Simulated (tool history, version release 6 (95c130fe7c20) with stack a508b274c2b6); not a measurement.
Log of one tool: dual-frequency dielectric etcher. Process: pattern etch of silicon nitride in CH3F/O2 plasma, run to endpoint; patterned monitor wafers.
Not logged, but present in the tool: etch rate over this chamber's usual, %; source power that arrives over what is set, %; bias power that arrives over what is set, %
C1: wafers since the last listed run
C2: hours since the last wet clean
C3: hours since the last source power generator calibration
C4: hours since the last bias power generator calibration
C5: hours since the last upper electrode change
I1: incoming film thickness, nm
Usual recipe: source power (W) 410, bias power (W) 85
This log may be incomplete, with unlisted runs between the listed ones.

run 1 hour=0.0 | source_power_(W)=370 bias_power_(W)=85 | C1=0 C2=114.7 C3=1726.5 C4=1916.4 C5=4610.2 | I1=91.8 | endpoint_time_(s)=105.7
run 2 hour=18.6 | source_power_(W)=370 bias_power_(W)=85 | C1=170 C2=133.3 C3=1745.1 C4=1935.0 C5=4628.8 | I1=92.7 | endpoint_time_(s)=106.7
run 3 hour=40.8 | source_power_(W)=410 bias_power_(W)=85 | C1=203 C2=155.5 C3=1767.3 C4=1957.2 C5=4651.0 | I1=92.7 | endpoint_time_(s)=101.5
run 4 hour=71.3 | source_power_(W)=410 bias_power_(W)=85 | C1=279 C2=186.0 C3=1797.8 C4=1987.7 C5=4681.5 | I1=91.6 | endpoint_time_(s)=99.5
run 5 hour=104.0 | source_power_(W)=410 bias_power_(W)=85 | C1=299 C2=218.7 C3=1830.5 C4=2020.4 C5=4714.2 | I1=92.4 | endpoint_time_(s)=100.5
run 6 hour=137.7 | source_power_(W)=410 bias_power_(W)=85 | C1=309 C2=252.4 C3=1864.2 C4=2054.1 C5=4747.9 | I1=92.8 | endpoint_time_(s)=100.3
run 7 hour=167.4 | source_power_(W)=410 bias_power_(W)=85 | C1=272 C2=282.1 C3=1893.9 C4=2083.8 C5=4777.6 | I1=92.1 | endpoint_time_(s)=100.7
run 8 hour=196.6 | source_power_(W)=410 bias_power_(W)=101 | C1=267 C2=311.3 C3=1923.1 C4=2113.0 C5=4806.8 | I1=92.4 | endpoint_time_(s)=95.4
run 9 hour=214.0 | source_power_(W)=410 bias_power_(W)=101 | C1=159 C2=328.7 C3=1940.5 C4=2130.4 C5=4824.2 | I1=92.4 | endpoint_time_(s)=94.6
run 10 hour=234.0 | source_power_(W)=410 bias_power_(W)=101 | C1=183 C2=348.7 C3=1960.5 C4=2150.4 C5=4844.2 | I1=92.7 | endpoint_time_(s)=94.1
-- hour=261.1 upper electrode replaced
run 11 hour=261.6 | source_power_(W)=410 bias_power_(W)=85 | C1=33 C2=376.3 C3=1988.1 C4=2178.0 C5=0.5 | I1=91.9 | endpoint_time_(s)=97.4
-- hour=302.0 wet clean of the chamber
run 12 hour=302.5 | source_power_(W)=410 bias_power_(W)=85 | C1=155 C2=0.5 C3=2029.0 C4=2218.9 C5=41.4 | I1=92.0 | endpoint_time_(s)=103.0
run 13 hour=322.7 | source_power_(W)=410 bias_power_(W)=85 | C1=185 C2=20.7 C3=2049.2 C4=2239.1 C5=61.6 | I1=92.4 | endpoint_time_(s)=103.0
-- hour=347.3 source power generator calibrated
run 14 hour=347.8 | source_power_(W)=410 bias_power_(W)=85 | C1=193 C2=45.8 C3=0.5 C4=2264.2 C5=86.7 | I1=92.3 | endpoint_time_(s)=103.8
run 15 hour=358.1 | source_power_(W)=310 bias_power_(W)=70 | C1=94 C2=56.1 C3=10.8 C4=2274.5 C5=97.0 | I1=93.0 | endpoint_time_(s)=124.8
run 16 hour=389.1 | source_power_(W)=410 bias_power_(W)=85 | C1=284 C2=87.1 C3=41.8 C4=2305.5 C5=128.0 | I1=92.4 | endpoint_time_(s)=101.8
run 17 hour=421.2 | source_power_(W)=470 bias_power_(W)=92 | C1=294 C2=119.2 C3=73.9 C4=2337.6 C5=160.1 | I1=93.3 | endpoint_time_(s)=93.7
-- hour=437.0 bias power generator calibrated
run 18 hour=437.5 | source_power_(W)=380 bias_power_(W)=102 | C1=112 C2=135.5 C3=90.2 C4=0.5 C5=176.4 | I1=92.5 | endpoint_time_(s)=100.0
run 19 hour=449.2 | source_power_(W)=450 bias_power_(W)=85 | C1=107 C2=147.2 C3=101.9 C4=12.2 C5=188.1 | I1=92.8 | endpoint_time_(s)=98.8
run 20 hour=463.7 | source_power_(W)=350 bias_power_(W)=77 | C1=133 C2=161.7 C3=116.4 C4=26.7 C5=202.6 | I1=92.6 | endpoint_time_(s)=112.5
run 21 hour=477.4 | source_power_(W)=380 bias_power_(W)=102 | C1=125 C2=175.4 C3=130.1 C4=40.4 C5=216.3 | I1=92.5 | endpoint_time_(s)=100.0
run 22 hour=507.5 | source_power_(W)=410 bias_power_(W)=85 | C1=276 C2=205.5 C3=160.2 C4=70.5 C5=246.4 | I1=91.5 | endpoint_time_(s)=100.9
run 23 hour=538.5 | source_power_(W)=310 bias_power_(W)=76 | C1=284 C2=236.5 C3=191.2 C4=101.5 C5=277.4 | I1=93.0 | endpoint_time_(s)=118.2
run 24 hour=551.3 | source_power_(W)=330 bias_power_(W)=85 | C1=117 C2=249.3 C3=204.0 C4=114.3 C5=290.2 | I1=91.7 | endpoint_time_(s)=109.7
run 25 hour=627.0 | source_power_(W)=410 bias_power_(W)=85 | C1=694 C2=325.0 C3=279.7 C4=190.0 C5=365.9 | I1=91.8 | endpoint_time_(s)=97.1
run 26 hour=660.6 | source_power_(W)=410 bias_power_(W)=85 | C1=308 C2=358.6 C3=313.3 C4=223.6 C5=399.5 | I1=92.6 | endpoint_time_(s)=98.8
run 27 hour=676.6 | source_power_(W)=360 bias_power_(W)=97 | C1=146 C2=374.6 C3=329.3 C4=239.6 C5=415.5 | I1=92.2 | endpoint_time_(s)=101.7
run 28 hour=706.8 | source_power_(W)=410 bias_power_(W)=85 | C1=277 C2=404.8 C3=359.5 C4=269.8 C5=445.7 | I1=92.3 | endpoint_time_(s)=98.8

Hidden condition of the tool, last listed run before each entry between runs versus first listed run after:
Runs 10 to 11: upper electrode replaced (hour 261.1)
  etch rate over this chamber's usual, %: 4.41 -> 4.75
  measured result minus the result with no hidden state, endpoint time (s): -4.2 -> -4.6
Runs 11 to 12: wet clean of the chamber (hour 302.0)
  etch rate over this chamber's usual, %: 4.75 -> -0.391
  measured result minus the result with no hidden state, endpoint time (s): -4.6 -> +0.4
Runs 13 to 14: source power generator calibrated (hour 347.3)
  etch rate over this chamber's usual, %: -0.141 -> 0.169
  measured result minus the result with no hidden state, endpoint time (s): +0.2 -> -0.2
Runs 17 to 18: bias power generator calibrated (hour 437.0)
  etch rate over this chamber's usual, %: 1.08 -> 1.28
  measured result minus the result with no hidden state, endpoint time (s): -1.1 -> -1.3
